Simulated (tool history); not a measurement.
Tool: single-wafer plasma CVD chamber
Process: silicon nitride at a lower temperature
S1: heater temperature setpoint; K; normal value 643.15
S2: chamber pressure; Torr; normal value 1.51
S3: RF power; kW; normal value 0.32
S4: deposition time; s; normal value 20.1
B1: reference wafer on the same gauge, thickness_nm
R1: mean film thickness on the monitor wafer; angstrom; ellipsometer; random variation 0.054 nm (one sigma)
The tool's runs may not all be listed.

run 1 hour=0 | S1=643.15 S2=1.61 S3=0.32 S4=18.1 | B1=20.508 | R1=216.12
-- hour=12.9 RF generator calibrated
-- hour=13.5 gauge calibrated
-- hour=13.8 capacitance manometer re-zeroed and calibrated
run 2 hour=14.3 | S1=643.15 S2=1.61 S3=0.32 S4=18.1 | B1=20.502 | R1=215.89
run 3 hour=21.6 | S1=653.15 S2=1.51 S3=0.365 S4=20.1 | B1=20.495 | R1=248.91
run 4 hour=29 | S1=653.15 S2=1.51 S3=0.365 S4=20.1 | B1=20.491 | R1=249.16
run 5 hour=40.5 | S1=653.15 S2=1.51 S3=0.365 S4=20.1 | B1=20.493 | R1=249.72
run 6 hour=52.5 | S1=643.15 S2=1.51 S3=0.32 S4=20.1 | B1=20.494 | R1=237.1
-- hour=66.5 thermocouple changed; heater temperature recalibrated
run 7 hour=69.3 | S1=643.15 S2=1.51 S3=0.32 S4=17 | B1=20.502 | R1=200.57
run 8 hour=82.2 | S1=643.15 S2=1.51 S3=0.32 S4=17 | B1=20.49 | R1=200.89
run 9 hour=88.6 | S1=655.15 S2=1.51 S3=0.32 S4=20.1 | B1=20.492 | R1=235.56
run 10 hour=98.1 | S1=655.15 S2=1.51 S3=0.32 S4=20.1 | B1=20.524 | R1=235.15
run 11 hour=107 | S1=643.15 S2=1.51 S3=0.32 S4=20.1 | B1=20.495 | R1=237.43
run 12 hour=114.6 | S1=643.15 S2=1.51 S3=0.32 S4=20.1 | B1=20.49 | R1=237.01
run 13 hour=125.9 | S1=643.15 S2=1.51 S3=0.32 S4=20.1 | B1=20.488 | R1=237.76
run 14 hour=153.5 | S1=643.15 S2=1.51 S3=0.32 S4=20.1 | B1=20.494 | R1=236.61
-- hour=164.3 showerhead replaced
run 15 hour=164.8 | S1=643.15 S2=1.51 S3=0.32 S4=20.1 | B1=20.493 | R1=236.31
run 16 hour=170.9 | S1=647.15 S2=1.4 S3=0.3 S4=21.6 | B1=20.486 | R1=244.43
run 17 hour=185.6 | S1=643.15 S2=1.51 S3=0.32 S4=17 | B1=20.496 | R1=200.03
run 18 hour=202.5 | S1=628.15 S2=1.51 S3=0.32 S4=23.2 | B1=20.5 | R1=274.58
run 19 hour=219.6 | S1=651.15 S2=1.88 S3=0.285 S4=21.7 | B1=20.497 | R1=253.41
run 20 hour=234.1 | S1=643.15 S2=1.51 S3=0.32 S4=20.1 | B1=20.502 | R1=236
run 21 hour=247.8 | S1=643.15 S2=1.41 S3=0.27 S4=20.1 | B1=20.496 | R1=219.1
run 22 hour=262.9 | S1=658.15 S2=1.51 S3=0.32 S4=16.7 | B1=20.5 | R1=195.53
run 23 hour=274.7 | S1=643.15 S2=1.51 S3=0.28 S4=20.1 | B1=20.524 | R1=224.16
run 24 hour=292.9 | S1=643.15 S2=1.84 S3=0.28 S4=20.1 | B1=20.51 | R1=234.22
run 25 hour=304 | S1=652.15 S2=1.51 S3=0.32 S4=20.1 | B1=20.496 | R1=236.14
-- hour=311 gauge calibrated
run 26 hour=320.4 | S1=635.15 S2=1.51 S3=0.285 S4=16.7 | B1=20.507 | R1=189.82
run 27 hour=329.9 | S1=632.15 S2=1.51 S3=0.32 S4=23.3 | B1=20.497 | R1=275.66
run 28 hour=336.8 | S1=643.15 S2=1.51 S3=0.32 S4=20.1 | B1=20.494 | R1=236.69
run 29 hour=354 | S1=638.15 S2=1.51 S3=0.36 S4=22.9 | B1=20.513 | R1=283.79

List, for all runs, the conditions of the tool that the log does not record:
wafer temperature above the value expected at the setpoint (K): 0, the same for each run
delivered RF power above the setpoint (%): 0, the same for each run
true pressure above the setpoint (%): 0, the same for each run
gauge reads high (%): 0, the same for each run
